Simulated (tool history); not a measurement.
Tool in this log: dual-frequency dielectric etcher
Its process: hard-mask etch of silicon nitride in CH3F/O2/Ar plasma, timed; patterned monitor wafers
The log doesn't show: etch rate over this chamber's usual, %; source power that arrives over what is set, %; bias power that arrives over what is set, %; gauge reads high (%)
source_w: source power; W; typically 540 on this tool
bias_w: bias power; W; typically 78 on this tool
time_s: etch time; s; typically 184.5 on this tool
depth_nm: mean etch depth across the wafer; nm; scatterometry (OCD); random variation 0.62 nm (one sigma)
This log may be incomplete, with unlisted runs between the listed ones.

| run | day | source_w | bias_w | time_s | wafers since the last listed run | hours since the last wet clean | hours since the last source power generator calibration | hours since the last bias power generator calibration | hours since the last upper electrode change | hours since the gauge calibration | read-back reference wafer on the same gauge, depth_nm | depth_nm |
|---|---|---|---|---|---|---|---|---|---|---|---|---|
| 1 | 0 | 600 | 78 | 184.5 | 0 | 478.9 | 1698.8 | 3870.8 | 6147.4 | 347 | 147.1 | 151.8 |
| 2 | 0.292 | 540 | 78 | 184.5 | 57 | 485.9 | 1705.8 | 3877.8 | 6154.4 | 354 | 147 | 143.9 |
| 3 | 0.575 | 540 | 78 | 184.5 | 55 | 492.7 | 1712.6 | 3884.6 | 6161.2 | 360.8 | 147.1 | 143.7 |
| 4 | 1.192 | 540 | 78 | 146 | 121 | 507.5 | 1727.4 | 3899.4 | 6176 | 375.6 | 147 | 113.7 |
| 5 | 1.496 | 540 | 78 | 184.5 | 59 | 514.8 | 1734.7 | 3906.7 | 6183.3 | 382.9 | 147.2 | 143.3 |
| 6 | 1.925 | 540 | 78 | 184.5 | 84 | 525.1 | 1745 | 3917 | 6193.6 | 393.2 | 147 | 144 |
| 7 | 2.35 | 540 | 78 | 184.5 | 83 | 535.3 | 1755.2 | 3927.2 | 6203.8 | 403.4 | 147 | 144.4 |
| 8 | 2.85 | 540 | 78 | 168.5 | 98 | 547.3 | 1767.2 | 3939.2 | 6215.8 | 415.4 | 147.1 | 130.7 |
| 9 | 3.458 | 540 | 78 | 168.5 | 119 | 561.9 | 1781.8 | 3953.8 | 6230.4 | 430 | 146.9 | 131 |
|  | 3.904 | gauge calibrated |
| 10 | 4.196 | 540 | 78 | 155.5 | 145 | 579.6 | 1799.5 | 3971.5 | 6248.1 | 7 | 147 | 120.4 |
| 11 | 4.492 | 540 | 78 | 155.5 | 58 | 586.7 | 1806.6 | 3978.6 | 6255.2 | 14.1 | 146.8 | 119.5 |
| 12 | 5.062 | 540 | 78 | 155.5 | 112 | 600.4 | 1820.3 | 3992.3 | 6268.9 | 27.8 | 147.2 | 120.5 |
| 13 | 5.729 | 540 | 78 | 145 | 131 | 616.4 | 1836.3 | 4008.3 | 6284.9 | 43.8 | 147.1 | 111.6 |
|  | 6.212 | source power generator calibrated |
|  | 6.321 | bias power generator calibrated |
| 14 | 6.446 | 630 | 73 | 220 | 86 | 633.6 | 5.6 | 3 | 6302.1 | 61 | 146.9 | 178.1 |
| 15 | 6.996 | 650 | 61 | 155 | 108 | 646.8 | 18.8 | 16.2 | 6315.3 | 74.2 | 147 | 119.1 |
|  | 8.004 | wet clean of the chamber |
| 16 | 8.025 | 440 | 66 | 184.5 | 5 | 0.5 | 43.5 | 40.9 | 6340 | 98.9 | 147.1 | 127.3 |
| 17 | 8.171 | 540 | 78 | 184.5 | 28 | 4 | 47 | 44.4 | 6343.5 | 102.4 | 147 | 149.8 |
| 18 | 8.458 | 540 | 85 | 137.5 | 56 | 10.9 | 53.9 | 51.3 | 6350.4 | 109.3 | 146.9 | 114.5 |
|  | 9.525 | upper electrode replaced |
| 19 | 9.546 | 670 | 78 | 156.5 | 17 | 37 | 80 | 77.4 | 0.5 | 135.4 | 147 | 139.4 |
| 20 | 9.558 | 540 | 78 | 206.5 | 2 | 37.3 | 80.3 | 77.7 | 0.8 | 135.7 | 147 | 167 |
| 21 | 9.858 | 540 | 78 | 184.5 | 59 | 44.5 | 87.5 | 84.9 | 8 | 142.9 | 147 | 149.1 |
| 22 | 10.325 | 430 | 65 | 233 | 91 | 55.7 | 98.7 | 96.1 | 19.2 | 154.1 | 147 | 158.5 |
| 23 | 10.712 | 450 | 78 | 184.5 | 76 | 65 | 108 | 105.4 | 28.5 | 163.4 | 147 | 135.4 |
| 24 | 10.967 | 540 | 78 | 184.5 | 50 | 71.1 | 114.1 | 111.5 | 34.6 | 169.5 | 147.1 | 149.4 |
| 25 | 11.488 | 640 | 86 | 135 | 102 | 83.6 | 126.6 | 124 | 47.1 | 182 | 147 | 121.8 |
| 26 | 12.158 | 650 | 78 | 214 | 132 | 99.7 | 142.7 | 140.1 | 63.2 | 198.1 | 147.2 | 188.2 |
| 27 | 12.642 | 600 | 78 | 184.5 | 95 | 111.3 | 154.3 | 151.7 | 74.8 | 209.7 | 147.1 | 155.1 |
| 28 | 12.908 | 540 | 78 | 184.5 | 52 | 117.7 | 160.7 | 158.1 | 81.2 | 216.1 | 146.9 | 148.1 |
| 29 | 13.179 | 540 | 78 | 184.5 | 53 | 124.2 | 167.2 | 164.6 | 87.7 | 222.6 | 147 | 147.7 |
| 30 | 13.838 | 600 | 69 | 209 | 129 | 140 | 183 | 180.4 | 103.5 | 238.4 | 146.9 | 168.9 |

Alternative continuations, all from the tool just after run 30; predict every row:
| A | 13.858 | 540 | 78 | 184.5 | 4 | 140.5 | 183.5 | 180.9 | 104 | 238.9 | ? | ? |
| B | 13.858 | 620 | 78 | 184.5 | 4 | 140.5 | 183.5 | 180.9 | 104 | 238.9 | ? | ? |
| C | 13.858 | 540 | 72 | 213 | 4 | 140.5 | 183.5 | 180.9 | 104 | 238.9 | ? | ? |
| D | 13.858 | 440 | 92 | 204 | 4 | 140.5 | 183.5 | 180.9 | 104 | 238.9 | ? | ? |

| run | read-back reference wafer on the same gauge, depth_nm | depth_nm |
|---|---|---|
| A | 146.8 | 147.6 |
| B | 146.8 | 157.3 |
| C | 146.8 | 165.6 |
| D | 146.8 | 157.4 |
Had the tool no hidden state, the same runs would have come out as:
| run | depth_nm |
|---|---|
| A | 149.6 |
| B | 159.4 |
| C | 167.9 |
| D | 159.5 |
